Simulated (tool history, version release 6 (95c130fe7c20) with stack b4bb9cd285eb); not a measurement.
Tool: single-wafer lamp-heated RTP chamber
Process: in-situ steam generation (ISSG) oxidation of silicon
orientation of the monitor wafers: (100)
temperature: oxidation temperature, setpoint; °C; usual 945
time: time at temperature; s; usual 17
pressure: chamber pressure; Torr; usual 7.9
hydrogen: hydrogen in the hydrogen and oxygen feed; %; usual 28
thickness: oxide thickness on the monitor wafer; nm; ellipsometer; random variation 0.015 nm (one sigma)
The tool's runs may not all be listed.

run	hour	temperature	time	pressure	hydrogen	wafers since the last listed run	wafers since the last pyrometer calibration	hours since the pressure gauge was zeroed	hours since the hydrogen flow controller was replaced	hours since the gauge calibration	read-back reference wafer on the same gauge, thickness	thickness
1	0.0	945	17	7.9	28	0	423	1983.9	2233.4	137.5	3.385	3.878
2	95.0	945	17	7.9	28	703	1127	2078.9	2328.4	232.5	3.388	3.910
3	149.3	945	17	7.9	28	402	1529	2133.2	2382.7	286.8	3.389	3.916
# hour 248.4: pyrometer window cleaned and pyrometer calibrated
4	251.4	945	15	7.9	23	697	22	2235.3	2484.8	388.9	3.392	3.504
5	330.6	945	15	7.9	23	586	609	2314.5	2564.0	468.1	3.385	3.505
6	422.0	945	15	7.9	23	677	1286	2405.9	2655.4	559.5	3.389	3.560
7	472.8	945	17	8.3	28	376	1662	2456.7	2706.2	610.3	3.386	3.915
8	550.8	945	17	8.3	28	577	2240	2534.7	2784.2	688.3	3.389	3.883
# hour 615.0: pyrometer window cleaned and pyrometer calibrated
# hour 635.6: pressure gauge zeroed
9	636.1	945	21	7.9	20	513	97	0.5	2869.5	773.6	3.391	3.857
10	677.1	945	21	7.9	20	303	401	41.5	2910.5	814.6	3.393	3.876
11	786.0	945	17	7.9	28	806	1208	150.4	3019.4	923.5	3.396	3.914
12	876.7	945	14	7.2	22	672	1880	241.1	3110.1	1014.2	3.383	3.387
# hour 951.2: pyrometer window cleaned and pyrometer calibrated
13	980.0	945	17	7.9	28	706	213	344.4	3213.4	1117.5	3.389	3.850
14	1029.6	945	17	7.4	28	367	580	394.0	3263.0	1167.1	3.385	3.898
# hour 1082.3: gauge calibrated
15	1095.0	951	17	7.9	32	484	1065	459.4	3328.4	12.7	3.389	4.148
16	1177.4	945	21	7.9	20	610	1676	541.8	3410.8	95.1	3.388	3.890
# hour 1218.9: hydrogen flow controller replaced
# hour 1311.5: pyrometer window cleaned and pyrometer calibrated
17	1418.6	945	17	6.9	28	1668	793	783.0	199.7	336.3	3.399	3.875
18	1462.3	945	20	9.0	32	323	1116	826.7	243.4	380.0	3.394	4.230
19	1567.3	951	10	6.9	28	777	1894	931.7	348.4	485.0	3.391	3.289
20	1608.0	945	11	8.5	28	301	2196	972.4	389.1	525.7	3.388	3.333

5 ways to go on from here, each from the tool as it stands after run 20. What would each give?
A	1608.5	945	17	7.9	18	3	2200	972.9	389.6	526.2	?	?
B	1608.5	961	17	7.9	28	3	2200	972.9	389.6	526.2	?	?
C	1608.5	945	17	7.9	24	3	2200	972.9	389.6	526.2	?	?
D	1608.5	928	17	7.9	25	3	2200	972.9	389.6	526.2	?	?
E	1608.5	963	23	6.9	28	3	2200	972.9	389.6	526.2	?	?

run	read-back reference wafer on the same gauge, thickness	thickness
A	3.387	3.497
B	3.387	4.092
C	3.387	3.747
D	3.387	3.614
E	3.387	4.670
Without the tool's hidden state the same runs would have given:
run	thickness
A	3.425
B	3.997
C	3.668
D	3.545
E	4.548
